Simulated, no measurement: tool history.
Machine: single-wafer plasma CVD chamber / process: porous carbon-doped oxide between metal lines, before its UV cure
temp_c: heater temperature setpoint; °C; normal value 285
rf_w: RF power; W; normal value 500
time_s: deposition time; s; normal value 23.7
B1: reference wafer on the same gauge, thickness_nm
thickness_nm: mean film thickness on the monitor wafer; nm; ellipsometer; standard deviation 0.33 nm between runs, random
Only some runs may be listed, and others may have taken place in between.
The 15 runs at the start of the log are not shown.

{"run": 16, "hour": 1141.5, "temp_c": 279, "rf_w": 500, "time_s": 25.8, "B1": 110.034, "thickness_nm": 132.992}
{"run": 17, "hour": 1223.1, "temp_c": 290, "rf_w": 500, "time_s": 23.7, "B1": 110.008, "thickness_nm": 114.984}
{"run": 18, "hour": 1299.5, "temp_c": 285, "rf_w": 440, "time_s": 23.7, "B1": 109.962, "thickness_nm": 102.53}
{"run": 19, "hour": 1341.3, "temp_c": 298, "rf_w": 465, "time_s": 25.6, "B1": 110.093, "thickness_nm": 110.186}
{"run": 20, "hour": 1560.1, "temp_c": 285, "rf_w": 500, "time_s": 21.6, "B1": 110.085, "thickness_nm": 108.065}
{"run": 21, "hour": 1604.6, "temp_c": 285, "rf_w": 500, "time_s": 23.7, "B1": 110.004, "thickness_nm": 117.82}
{"run": 22, "hour": 1692.4, "temp_c": 285, "rf_w": 500, "time_s": 27.4, "B1": 110.073, "thickness_nm": 135.497}
{"run": 23, "hour": 1789.3, "temp_c": 276, "rf_w": 500, "time_s": 23.7, "B1": 109.905, "thickness_nm": 123.92}
{"hour": 1806.6, "done": "showerhead replaced"}
{"run": 24, "hour": 1837.8, "temp_c": 285, "rf_w": 500, "time_s": 23.7, "B1": 110.05, "thickness_nm": 117.597}
{"run": 25, "hour": 2018.9, "temp_c": 285, "rf_w": 405, "time_s": 28.4, "B1": 110.132, "thickness_nm": 109.365}
{"run": 26, "hour": 2094.9, "temp_c": 273, "rf_w": 500, "time_s": 21.7, "B1": 109.984, "thickness_nm": 115.962}
{"run": 27, "hour": 2131.9, "temp_c": 285, "rf_w": 500, "time_s": 23.7, "B1": 109.996, "thickness_nm": 117.54}
{"run": 28, "hour": 2394.5, "temp_c": 285, "rf_w": 500, "time_s": 23.7, "B1": 110.019, "thickness_nm": 117.517}
{"run": 29, "hour": 2497.9, "temp_c": 296, "rf_w": 590, "time_s": 26.1, "B1": 110.024, "thickness_nm": 141.833}
{"run": 30, "hour": 2578.3, "temp_c": 290, "rf_w": 500, "time_s": 25.6, "B1": 109.966, "thickness_nm": 122.887}
{"run": 31, "hour": 2671.3, "temp_c": 271, "rf_w": 580, "time_s": 21.6, "B1": 109.958, "thickness_nm": 133.253}
{"run": 32, "hour": 2758.6, "temp_c": 285, "rf_w": 500, "time_s": 23.7, "B1": 110.006, "thickness_nm": 117.659}
{"run": 33, "hour": 2830.4, "temp_c": 292, "rf_w": 500, "time_s": 19.2, "B1": 110.056, "thickness_nm": 92.129}

Predict each of these 5 candidate next runs independently; none follows another, all start after run 33:
{"run": "A", "hour": 2830.8, "temp_c": 285, "rf_w": 500, "time_s": 23.7, "B1": "?", "thickness_nm": "?"}
{"run": "B", "hour": 2830.8, "temp_c": 285, "rf_w": 500, "time_s": 25.4, "B1": "?", "thickness_nm": "?"}
{"run": "C", "hour": 2830.8, "temp_c": 285, "rf_w": 535, "time_s": 23.7, "B1": "?", "thickness_nm": "?"}
{"run": "D", "hour": 2830.8, "temp_c": 299, "rf_w": 500, "time_s": 23.7, "B1": "?", "thickness_nm": "?"}
{"run": "E", "hour": 2830.8, "temp_c": 297, "rf_w": 455, "time_s": 20.5, "B1": "?", "thickness_nm": "?"}

run=A B1=109.918 thickness_nm=117.134
run=B B1=109.918 thickness_nm=125.25
run=C B1=109.918 thickness_nm=124.941
run=D B1=109.918 thickness_nm=108.793
run=E B1=109.918 thickness_nm=86.277
Stripped of hidden state, with their random variation kept, the same runs would have yielded:
run=A thickness_nm=119.787
run=B thickness_nm=128.087
run=C thickness_nm=127.725
run=D thickness_nm=111.257
run=E thickness_nm=88.528
